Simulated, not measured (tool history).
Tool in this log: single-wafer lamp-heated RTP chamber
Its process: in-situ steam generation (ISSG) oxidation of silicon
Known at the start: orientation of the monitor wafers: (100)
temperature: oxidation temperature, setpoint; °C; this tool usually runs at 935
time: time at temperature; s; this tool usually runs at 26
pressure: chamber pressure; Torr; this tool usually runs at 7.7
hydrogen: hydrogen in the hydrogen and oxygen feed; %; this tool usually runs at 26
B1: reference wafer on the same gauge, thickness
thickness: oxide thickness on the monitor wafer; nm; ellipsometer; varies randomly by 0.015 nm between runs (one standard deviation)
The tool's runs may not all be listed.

Run 1, hour 0.0: usual settings but time 20 s, pressure 8.4 Torr; B1 4.521. Result: thickness 4.848 nm.
Run 2, hour 55.2: usual settings but time 30 s; B1 4.520. Result: thickness 5.766 nm.
Run 3, hour 102.9: usual settings but time 30 s; B1 4.521. Result: thickness 5.767 nm.
Run 4, hour 161.1: usual settings but time 30 s; B1 4.520. Result: thickness 5.799 nm.
Run 5, hour 192.2: usual settings; B1 4.520. Result: thickness 5.429 nm.
At hour 225.3: pyrometer window cleaned and pyrometer calibrated.
Run 6, hour 242.7: usual settings; B1 4.517. Result: thickness 5.363 nm.
Run 7, hour 294.6: usual settings; B1 4.521. Result: thickness 5.355 nm.
Run 8, hour 341.6: usual settings; B1 4.518. Result: thickness 5.382 nm.
Run 9, hour 382.7: usual settings; B1 4.521. Result: thickness 5.422 nm.
Run 10, hour 444.5: usual settings; B1 4.519. Result: thickness 5.421 nm.
Run 11, hour 514.8: usual settings; B1 4.519. Result: thickness 5.440 nm.
Run 12, hour 559.1: usual settings but pressure 6.9 Torr; B1 4.520. Result: thickness 5.425 nm.
Run 13, hour 605.0: usual settings but temperature 944 °C, pressure 7.2 Torr, hydrogen 31 %; B1 4.520. Result: thickness 5.853 nm.
At hour 628.5: pyrometer window cleaned and pyrometer calibrated.
Run 14, hour 644.6: usual settings but hydrogen 17 %; B1 4.521. Result: thickness 4.820 nm.
Run 15, hour 701.1: usual settings but pressure 6.9 Torr, hydrogen 19 %; B1 4.516. Result: thickness 4.937 nm.
At hour 769.3: hydrogen flow controller replaced.
Run 16, hour 896.7: usual settings but temperature 949 °C, pressure 7.0 Torr; B1 4.519. Result: thickness 5.651 nm.
Run 17, hour 925.0: usual settings but time 19 s, pressure 8.3 Torr; B1 4.519. Result: thickness 4.758 nm.
At hour 961.9: pressure gauge zeroed.
Run 18, hour 970.5: usual settings but temperature 951 °C, time 23 s, pressure 6.9 Torr, hydrogen 23 %; B1 4.521. Result: thickness 5.248 nm.
At hour 985.0: pyrometer window cleaned and pyrometer calibrated.
Run 19, hour 1000.9: usual settings but temperature 949 °C, pressure 7.0 Torr; B1 4.521. Result: thickness 5.562 nm.
At hour 1007.8: gauge calibrated.
Run 20, hour 1048.3: usual settings but temperature 928 °C, time 31 s, hydrogen 22 %; B1 4.521. Result: thickness 5.434 nm.
Run 21, hour 1099.4: usual settings but temperature 925 °C; B1 4.518. Result: thickness 5.216 nm.
Run 22, hour 1140.6: usual settings but temperature 947 °C, time 22 s, pressure 8.6 Torr, hydrogen 32 %; B1 4.521. Result: thickness 5.471 nm.
Run 23, hour 1179.8: usual settings but temperature 928 °C, time 33 s, pressure 8.8 Torr; B1 4.519. Result: thickness 5.837 nm.
Run 24, hour 1212.7: usual settings but time 21 s; B1 4.519. Result: thickness 4.969 nm.
Run 25, hour 1240.1: usual settings; B1 4.519. Result: thickness 5.400 nm.
Run 26, hour 1305.7: usual settings but temperature 928 °C, time 31 s, hydrogen 22 %; B1 4.520. Result: thickness 5.524 nm.
Run 27, hour 1360.7: usual settings but temperature 915 °C, time 22 s; B1 4.518. Result: thickness 4.818 nm.
Run 28, hour 1387.0: usual settings; B1 4.521. Result: thickness 5.448 nm.
At hour 1414.3: pyrometer window cleaned and pyrometer calibrated.
Run 29, hour 1424.0: usual settings; B1 4.520. Result: thickness 5.294 nm.
Run 30, hour 1456.2: usual settings; B1 4.519. Result: thickness 5.336 nm.

Below are 5 alternative next runs, each starting from the tool's condition after run 30. Predict each:
Run A, hour 1456.6: usual settings but temperature 949 °C; B1 ?. Result: thickness ?.
Run B, hour 1456.6: usual settings but time 30 s, pressure 8.3 Torr, hydrogen 23 %; B1 ?. Result: thickness ?.
Run C, hour 1456.6: usual settings but hydrogen 32 %; B1 ?. Result: thickness ?.
Run D, hour 1456.6: usual settings but temperature 927 °C, time 16 s, pressure 6.9 Torr, hydrogen 31 %; B1 ?. Result: thickness ?.
Run E, hour 1456.6: usual settings but time 18 s; B1 ?. Result: thickness ?.

run     B1  thickness
  A  4.523      5.555
  B  4.523      5.474
  C  4.523      5.600
  D  4.523      4.522
  E  4.523      4.595
Without the tool's unlogged condition, the same runs would have read:
run  thickness
  A      5.505
  B      5.427
  C      5.553
  D      4.492
  E      4.561
